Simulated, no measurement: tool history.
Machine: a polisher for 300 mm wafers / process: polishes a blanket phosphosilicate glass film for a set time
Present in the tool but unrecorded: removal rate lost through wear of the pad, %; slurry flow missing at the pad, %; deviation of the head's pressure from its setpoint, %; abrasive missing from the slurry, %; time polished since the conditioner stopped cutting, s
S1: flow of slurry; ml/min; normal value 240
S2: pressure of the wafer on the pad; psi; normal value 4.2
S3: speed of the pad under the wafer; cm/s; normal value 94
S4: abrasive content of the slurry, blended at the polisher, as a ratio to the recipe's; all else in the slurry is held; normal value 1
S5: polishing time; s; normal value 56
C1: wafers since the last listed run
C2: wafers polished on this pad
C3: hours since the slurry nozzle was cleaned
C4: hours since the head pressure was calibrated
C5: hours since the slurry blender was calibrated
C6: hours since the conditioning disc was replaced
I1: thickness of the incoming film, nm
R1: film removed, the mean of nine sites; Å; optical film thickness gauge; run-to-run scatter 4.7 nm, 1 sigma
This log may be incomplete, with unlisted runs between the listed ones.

run,hour,S1,S2,S3,S4,S5,C1,C2,C3,C4,C5,C6,I1,R1
1,0,240,4.2,94,1.25,56,0,592,105.5,74.9,100,145,2063.2,5625
2,12,240,4.2,94,1.25,56,144,736,117.5,86.9,112,157,2127.4,5661
3,40.2,240,4.6,94,1,56,339,1076,145.7,115.1,140.2,185.2,2102.2,5650
# hour 49: slurry blender recalibrated
# hour 61.7: worn pad replaced by a new one
4,71.4,240,4.6,94,1,56,303,116,176.9,146.3,22.4,216.4,2106.7,5610
5,101.3,240,5,94,1,56,360,476,206.8,176.2,52.3,246.3,2078.5,6114
6,132.1,240,5,94,1,56,370,847,237.6,207,83.1,277.1,2127.9,6098
7,161.4,240,3.6,70,1,56,352,1200,266.9,236.3,112.4,306.4,2127,3666
# hour 171.2: worn pad replaced by a new one
8,179,240,3.4,94,1,41,163,93,284.5,253.9,130,324,2106.6,3027
9,192.8,240,4.2,94,1,56,166,259,298.3,267.7,143.8,337.8,2101.2,5094
10,215.1,240,4.2,94,1.1,56,268,528,320.6,290,166.1,360.1,2084.4,5354
# hour 231.5: conditioning disc replaced and pad reconditioned
# hour 237.1: slurry blender recalibrated
11,237.6,280,4.2,108,0.9,56,222,750,343.1,312.5,0.5,6.1,2113.5,5373
# hour 303.2: worn pad replaced by a new one
12,303.7,295,4.2,94,1,49,747,5,409.2,378.6,66.6,72.2,2123.3,4601
# hour 320.6: slurry nozzle cleaned
13,321.1,240,4.2,94,1,56,197,203,0.5,396,84,89.6,2137.9,5110
# hour 328.7: head pressure recalibrated
14,335.1,240,5.2,108,1,56,144,347,14.5,6.4,98,103.6,2107.7,7100

Predict the results of run 15:
15,358.1,315,4.6,94,0.8,41,276,624,37.5,29.4,121,126.6,2096.3,?

{"run 15": {"R1": 3750}}
On a tool with no hidden condition, and with the same random variation, this run would have come out at R1 3750 Å.
